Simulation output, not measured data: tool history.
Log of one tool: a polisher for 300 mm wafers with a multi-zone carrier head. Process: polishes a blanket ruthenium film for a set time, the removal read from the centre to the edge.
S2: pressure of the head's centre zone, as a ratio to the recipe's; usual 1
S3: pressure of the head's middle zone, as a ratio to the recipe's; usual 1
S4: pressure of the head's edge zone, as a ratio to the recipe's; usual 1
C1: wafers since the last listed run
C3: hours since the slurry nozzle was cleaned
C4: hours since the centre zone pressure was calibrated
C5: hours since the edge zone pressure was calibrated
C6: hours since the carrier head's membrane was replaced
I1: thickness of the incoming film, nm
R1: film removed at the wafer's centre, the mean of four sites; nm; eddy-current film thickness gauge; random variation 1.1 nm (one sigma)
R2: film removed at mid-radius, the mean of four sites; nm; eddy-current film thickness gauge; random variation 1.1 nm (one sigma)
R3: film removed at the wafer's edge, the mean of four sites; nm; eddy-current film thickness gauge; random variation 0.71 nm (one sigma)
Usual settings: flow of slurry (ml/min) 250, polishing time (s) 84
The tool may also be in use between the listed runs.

run 1 hour=0 | flow_of_slurry_(ml/min)=250 S2=1 S3=0.93 S4=1 polishing_time_(s)=84 | C1=0 wafers_polished_on_this_pad=233 C3=373.6 C4=95.3 C5=239.2 C6=534.1 | I1=404.8 | R1=72 R2=70.5 R3=78
run 2 hour=94.8 | flow_of_slurry_(ml/min)=250 S2=1 S3=0.93 S4=1 polishing_time_(s)=84 | C1=1054 wafers_polished_on_this_pad=1288 C3=468.4 C4=190.1 C5=334 C6=628.9 | I1=395.4 | R1=69.8 R2=69.7 R3=77.5
-- hour=101.6 carrier head's membrane replaced by a new one
-- hour=113.7 edge zone pressure recalibrated
run 3 hour=133.4 | flow_of_slurry_(ml/min)=250 S2=1 S3=1 S4=1 polishing_time_(s)=84 | C1=351 wafers_polished_on_this_pad=1640 C3=507 C4=228.7 C5=19.7 C6=31.8 | I1=396.5 | R1=69.6 R2=75.5 R3=76.2
-- hour=202.4 slurry nozzle cleaned
run 4 hour=320.6 | flow_of_slurry_(ml/min)=250 S2=1 S3=1 S4=1 polishing_time_(s)=84 | C1=2071 wafers_polished_on_this_pad=3711 C3=118.2 C4=415.9 C5=206.9 C6=219 | I1=403.1 | R1=77.7 R2=82.4 R3=81.6
-- hour=352.8 worn pad replaced by a new one
run 5 hour=382.7 | flow_of_slurry_(ml/min)=250 S2=1 S3=1 S4=1 polishing_time_(s)=84 | C1=646 wafers_polished_on_this_pad=332 C3=180.3 C4=478 C5=269 C6=281.1 | I1=400.3 | R1=75.1 R2=81 R3=79.5
run 6 hour=421.4 | flow_of_slurry_(ml/min)=250 S2=1 S3=1 S4=1 polishing_time_(s)=84 | C1=430 wafers_polished_on_this_pad=762 C3=219 C4=516.7 C5=307.7 C6=319.8 | I1=398.8 | R1=77.2 R2=80.4 R3=79.4
run 7 hour=490.2 | flow_of_slurry_(ml/min)=250 S2=1 S3=1 S4=1 polishing_time_(s)=84 | C1=765 wafers_polished_on_this_pad=1528 C3=287.8 C4=585.5 C5=376.5 C6=388.6 | I1=403.9 | R1=75.1 R2=80.6 R3=79.2
-- hour=512.3 edge zone pressure recalibrated
run 8 hour=577.9 | flow_of_slurry_(ml/min)=250 S2=1 S3=1 S4=1 polishing_time_(s)=84 | C1=953 wafers_polished_on_this_pad=2481 C3=375.5 C4=673.2 C5=65.6 C6=476.3 | I1=397.5 | R1=72.8 R2=77.7 R3=79.4
run 9 hour=643 | flow_of_slurry_(ml/min)=180 S2=1 S3=1 S4=1 polishing_time_(s)=78 | C1=724 wafers_polished_on_this_pad=3205 C3=440.6 C4=738.3 C5=130.7 C6=541.4 | I1=404.1 | R1=61.9 R2=66.7 R3=68.5
-- hour=680.8 slurry nozzle cleaned
run 10 hour=725.4 | flow_of_slurry_(ml/min)=160 S2=1.06 S3=1.1 S4=1.06 polishing_time_(s)=84 | C1=905 wafers_polished_on_this_pad=4111 C3=44.6 C4=820.7 C5=213.1 C6=623.8 | I1=392.1 | R1=74.8 R2=82.2 R3=78.2
-- hour=749.7 worn pad replaced by a new one
-- hour=761.3 carrier head's membrane replaced by a new one
run 11 hour=777 | flow_of_slurry_(ml/min)=190 S2=0.89 S3=1 S4=1 polishing_time_(s)=84 | C1=473 wafers_polished_on_this_pad=248 C3=96.2 C4=872.3 C5=264.7 C6=15.7 | I1=397.7 | R1=65.6 R2=76.9 R3=78.9
run 12 hour=818 | flow_of_slurry_(ml/min)=250 S2=1.03 S3=1 S4=1 polishing_time_(s)=63 | C1=456 wafers_polished_on_this_pad=704 C3=137.2 C4=913.3 C5=305.7 C6=56.7 | I1=399 | R1=60.6 R2=61.7 R3=60.4
run 13 hour=886.5 | flow_of_slurry_(ml/min)=165 S2=1 S3=1 S4=1 polishing_time_(s)=75 | C1=762 wafers_polished_on_this_pad=1466 C3=205.7 C4=981.8 C5=374.2 C6=125.2 | I1=396.9 | R1=60.1 R2=65.1 R3=66.1
-- hour=902.8 edge zone pressure recalibrated
run 14 hour=982.4 | flow_of_slurry_(ml/min)=190 S2=0.88 S3=1.11 S4=1 polishing_time_(s)=106 | C1=1044 wafers_polished_on_this_pad=2511 C3=301.6 C4=1077.7 C5=79.6 C6=221.1 | I1=400.1 | R1=74.8 R2=101.2 R3=95.5
-- hour=992.6 centre zone pressure recalibrated
run 15 hour=1083.7 | flow_of_slurry_(ml/min)=250 S2=1 S3=1 S4=1.11 polishing_time_(s)=84 | C1=1104 wafers_polished_on_this_pad=3616 C3=402.9 C4=91.1 C5=180.9 C6=322.4 | I1=393.5 | R1=73.1 R2=77.5 R3=82.6
-- hour=1162 worn pad replaced by a new one
-- hour=1264.2 slurry nozzle cleaned
-- hour=1303.9 edge zone pressure recalibrated
run 16 hour=1387.3 | flow_of_slurry_(ml/min)=290 S2=1 S3=0.9 S4=0.94 polishing_time_(s)=84 | C1=3299 wafers_polished_on_this_pad=2472 C3=123.1 C4=394.7 C5=83.4 C6=626 | I1=404.7 | R1=81.4 R2=77.4 R3=81.2
-- hour=1438.2 carrier head's membrane replaced by a new one
run 17 hour=1438.7 | flow_of_slurry_(ml/min)=250 S2=1 S3=1.07 S4=0.9 polishing_time_(s)=84 | C1=516 wafers_polished_on_this_pad=2989 C3=174.5 C4=446.1 C5=134.8 C6=0.5 | I1=397.7 | R1=77 R2=86.4 R3=78.1
run 18 hour=1479.8 | flow_of_slurry_(ml/min)=250 S2=1 S3=1 S4=1 polishing_time_(s)=84 | C1=457 wafers_polished_on_this_pad=3446 C3=215.6 C4=487.2 C5=175.9 C6=41.6 | I1=394.7 | R1=76.4 R2=81.3 R3=79.7
-- hour=1578.9 worn pad replaced by a new one
run 19 hour=1586.5 | flow_of_slurry_(ml/min)=250 S2=1 S3=1.07 S4=1 polishing_time_(s)=96 | C1=1142 wafers_polished_on_this_pad=84 C3=322.3 C4=593.9 C5=282.6 C6=148.3 | I1=395.2 | R1=85.1 R2=96.4 R3=90
run 20 hour=1694 | flow_of_slurry_(ml/min)=250 S2=1 S3=1 S4=1 polishing_time_(s)=95 | C1=1195 wafers_polished_on_this_pad=1280 C3=429.8 C4=701.4 C5=390.1 C6=255.8 | I1=407.5 | R1=83.7 R2=90 R3=90.9
run 21 hour=1737.8 | flow_of_slurry_(ml/min)=250 S2=1 S3=0.95 S4=1 polishing_time_(s)=84 | C1=487 wafers_polished_on_this_pad=1767 C3=473.6 C4=745.2 C5=433.9 C6=299.6 | I1=399 | R1=73.9 R2=74.4 R3=79.7
-- hour=1757.1 edge zone pressure recalibrated
run 22 hour=1811.5 | flow_of_slurry_(ml/min)=250 S2=1.08 S3=1 S4=1 polishing_time_(s)=84 | C1=797 wafers_polished_on_this_pad=2565 C3=547.3 C4=818.9 C5=54.4 C6=373.3 | I1=399.6 | R1=78.4 R2=77.2 R3=78.2

Hidden state or all else? Some run-to-run changes of R1, split into what the settings, what came in and random variation would give without the hidden state, and what is left for the hidden state (with any gauge scatter that isn't in both results):
The hidden state here: removal rate lost through wear of the pad, %; slurry flow missing at the pad, %; deviation of the centre zone's pressure from its setpoint, %; deviation of the edge zone's pressure from its setpoint, %.
Run 3 -> 4: slurry nozzle cleaned. R1 +8.1 nm: hidden state +7.5, all else +0.6.
Run 9 -> 10: flow of slurry (ml/min) 180 -> 160, S2 1 -> 1.06, S3 1 -> 1.1, S4 1 -> 1.06, polishing time (s) 78 -> 84, slurry nozzle cleaned. R1 +12.9 nm: hidden state +6.8, all else +6.1.
Run 13 -> 14: flow of slurry (ml/min) 165 -> 190, S2 1 -> 0.88, S3 1 -> 1.11, polishing time (s) 75 -> 106, edge zone pressure recalibrated. R1 +14.7 nm: hidden state -3, all else +17.7.
